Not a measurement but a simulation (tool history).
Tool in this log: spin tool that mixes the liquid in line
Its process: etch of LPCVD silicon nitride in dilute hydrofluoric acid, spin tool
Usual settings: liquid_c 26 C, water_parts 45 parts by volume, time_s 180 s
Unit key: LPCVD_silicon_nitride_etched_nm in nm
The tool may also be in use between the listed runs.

run	hour	liquid_c	water_parts	time_s	read-back film thickness of the LPCVD silicon nitride reference wafer, read on the same gauge (nm)	LPCVD_silicon_nitride_etched_nm
1	0	26	45	180	80.046	1.947
2	6	26	45	180	79.969	1.967
3	17.7	26	55	180	79.971	1.583
4	30.7	26	55	180	80.033	1.591
5	42.3	26	45	180	80	1.938
6	59.7	26	45	180	79.992	1.962
# hour 74.1: gauge calibrated
7	76.3	26	45	180	79.987	1.949
8	86.3	26	45	180	79.969	1.956
9	94.1	26	45	180	79.993	1.935
10	131.3	26	45	180	80.017	1.893
11	141.9	26	45	180	79.985	1.936
12	156.4	22	45	270	80	2.175
13	168.3	29.5	65	260	79.987	2.422
14	181.7	24	25	85	80.021	1.391
# hour 183.5: hydrofluoric acid flow meter replaced
15	211.6	26	45	180	79.967	2.193
16	217.7	27.5	45	180	80.01	2.373
17	228.3	26	50	180	80.022	1.968
18	240	26	45	70	80.028	0.84
19	247.3	24.5	45	180	79.964	1.942
20	254.8	26	45	80	80.001	0.952

Run 21, settings as shown, results not yet in. Your forecast:
# hour 260.3: thermometer replaced
21	264.4	24.5	45	150	?	?

Run 21 came out at read-back film thickness of the LPCVD silicon nitride reference wafer, read on the same gauge (nm) 79.979, LPCVD_silicon_nitride_etched_nm 1.616 nm.
With the hidden condition absent and the run-to-run variation left alone, this run would have shown LPCVD_silicon_nitride_etched_nm 1.632 nm.
